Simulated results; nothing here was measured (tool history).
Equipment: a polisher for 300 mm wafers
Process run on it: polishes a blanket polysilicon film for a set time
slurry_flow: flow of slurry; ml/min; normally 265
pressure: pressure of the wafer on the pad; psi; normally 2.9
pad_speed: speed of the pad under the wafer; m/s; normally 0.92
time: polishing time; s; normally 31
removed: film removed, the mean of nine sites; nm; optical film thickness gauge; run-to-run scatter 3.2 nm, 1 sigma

run,hour,slurry_flow,pressure,pad_speed,time,wafers since the last listed run,wafers polished on this pad,hours since the slurry nozzle was cleaned,hours since the head pressure was calibrated,"incoming thickness of the incoming film, nm",removed
1,0.0,265,2.9,0.92,31,0,479,682.6,312.6,1802.3,250.4
2,32.0,265,2.9,0.92,31,248,727,714.6,344.6,1855.6,237.9
# hour 55.5: worn pad replaced by a new one
3,56.0,265,2.9,0.92,31,155,3,738.6,368.6,1821.5,244.0
4,75.5,265,2.9,0.92,31,151,155,758.1,388.1,1868.2,242.6
5,96.5,265,2.9,0.92,31,162,318,779.1,409.1,1810.6,244.7
6,121.0,265,2.9,0.92,31,190,508,803.6,433.6,1840.4,241.1
# hour 130.6: head pressure recalibrated
# hour 134.1: slurry nozzle cleaned
7,145.5,265,2.9,0.92,31,166,675,11.4,14.9,1831.6,228.3
8,160.5,265,2.9,0.92,31,116,791,26.4,29.9,1861.5,223.7
# hour 172.0: worn pad replaced by a new one
9,179.8,265,2.9,0.92,31,118,60,45.7,49.2,1845.3,237.0
10,206.3,265,2.9,0.92,31,205,266,72.2,75.7,1856.4,233.1
11,239.1,200,2.6,0.70,37,254,521,105.0,108.5,1820.8,182.0
12,265.6,265,2.9,0.76,24,205,726,131.5,135.0,1855.2,149.4
# hour 291.4: worn pad replaced by a new one
13,299.3,290,2.3,0.92,34,230,61,165.2,168.7,1834.8,209.9
14,321.0,265,3.5,0.92,31,168,229,186.9,190.4,1832.4,283.9

What does the tool deliver on the next run?
15,356.6,265,2.3,1.24,31,276,506,222.5,226.0,1826.9,?

{"run 15": {"removed": 251.9}}
Had the tool carried no hidden state, the very same run would have given removed 231.2 nm.
